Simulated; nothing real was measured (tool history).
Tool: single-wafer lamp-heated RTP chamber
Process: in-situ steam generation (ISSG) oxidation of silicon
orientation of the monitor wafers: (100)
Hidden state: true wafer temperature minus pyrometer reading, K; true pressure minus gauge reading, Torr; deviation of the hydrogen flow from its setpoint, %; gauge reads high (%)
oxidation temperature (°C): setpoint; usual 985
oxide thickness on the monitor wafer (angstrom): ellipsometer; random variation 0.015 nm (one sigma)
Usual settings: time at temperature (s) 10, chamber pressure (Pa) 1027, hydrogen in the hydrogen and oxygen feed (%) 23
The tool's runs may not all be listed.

run,hour,oxidation temperature (°C),time at temperature (s),chamber pressure (Pa),hydrogen in the hydrogen and oxygen feed (%),wafers since the last listed run,wafers since the last pyrometer calibration,hours since the pressure gauge was zeroed,hours since the hydrogen flow controller was replaced,hours since the gauge calibration,"read-back reference wafer on the same gauge, thickness",oxide thickness on the monitor wafer (angstrom)
1,0,985,12,1027,23,0,2597,1207.3,5102.6,458.9,3.727,43.05
2,29.8,985,12,1027,23,247,2845,1237.1,5132.4,488.7,3.729,43.31
3,65.4,985,10,1027,23,296,3141,1272.7,5168,524.3,3.731,39.99
4,94.7,985,10,1027,23,243,3385,1302,5197.3,553.6,3.73,40.06
5,126.6,985,10,1027,23,265,3650,1333.9,5229.2,585.5,3.729,40.1
6,143.7,985,11,1027,23,142,3792,1351,5246.3,602.6,3.732,41.88
7,165.1,985,11,1027,23,178,3971,1372.4,5267.7,624,3.728,42.03
8,194.2,985,10,1027,20,242,4213,1401.5,5296.8,653.1,3.734,39.15
# hour 205.9: gauge calibrated
# hour 222: pyrometer window cleaned and pyrometer calibrated
9,222.5,985,10,1027,23,168,4,1429.8,5325.1,16.6,3.727,41.39
10,236.6,985,10,1027,23,117,121,1443.9,5339.2,30.7,3.732,41.32
11,251.6,985,10,1027,23,124,246,1458.9,5354.2,45.7,3.732,41.38
12,268.5,985,10,1027,23,140,386,1475.8,5371.1,62.6,3.734,41.12
13,285.2,985,10,1027,23,138,525,1492.5,5387.8,79.3,3.728,41.35
# hour 319.2: pyrometer window cleaned and pyrometer calibrated, repeated, since the last time left the tool worse
14,319.7,985,10,1027,23,220,4,1527,5422.3,113.8,3.728,39.63
15,336.9,1002,10,1027,16,143,147,1544.2,5439.5,131,3.731,38.34
# hour 354.3: hydrogen flow controller replaced
16,370.7,985,10,920,23,214,362,1578,16.4,164.8,3.732,39.54
17,387.7,985,10,1187,23,141,503,1595,33.4,181.8,3.727,39.56
# hour 420.9: pressure gauge zeroed
18,421.4,985,10,1027,23,213,717,0.5,67.1,215.5,3.728,39.88
19,444.3,995,10,1107,23,190,908,23.4,90,238.4,3.728,40.78
20,478.9,985,10,1027,32,287,1195,58,124.6,273,3.726,43.69
21,513.4,994,11,1147,26,287,1482,92.5,159.1,307.5,3.734,43.77
22,527.4,994,10,933,23,116,1599,106.5,173.1,321.5,3.73,40.9
23,556.2,985,7,1120,17,239,1839,135.3,201.9,350.3,3.728,31.86
24,585.3,971,10,1027,23,242,2081,164.4,231,379.4,3.728,38.64
25,603,985,10,1027,31,147,2228,182.1,248.7,397.1,3.729,43.49
26,615.1,985,10,1027,23,100,2329,194.2,260.8,409.2,3.729,40.03
27,649.2,985,10,1027,23,283,2612,228.3,294.9,443.3,3.729,40.01
28,667.9,985,10,1120,18,155,2768,247,313.6,462,3.729,37.5

5 ways to go on from here, each from the tool as it stands after run 28. What would each give?
A,668.4,978,10,1027,23,4,2772,247.5,314.1,462.5,?,?
B,668.4,985,8,1027,15,4,2772,247.5,314.1,462.5,?,?
C,668.4,975,10,1027,23,4,2772,247.5,314.1,462.5,?,?
D,668.4,985,12,1027,26,4,2772,247.5,314.1,462.5,?,?
E,668.4,985,9,1027,23,4,2772,247.5,314.1,462.5,?,?

run,"read-back reference wafer on the same gauge, thickness",oxide thickness on the monitor wafer (angstrom)
A,3.727,39.14
B,3.727,32.67
C,3.727,38.81
D,3.727,44.45
E,3.727,38.29
Without the tool's hidden state the same runs would have given:
run,oxide thickness on the monitor wafer (angstrom)
A,38.75
B,32.36
C,38.43
D,43.94
E,37.9

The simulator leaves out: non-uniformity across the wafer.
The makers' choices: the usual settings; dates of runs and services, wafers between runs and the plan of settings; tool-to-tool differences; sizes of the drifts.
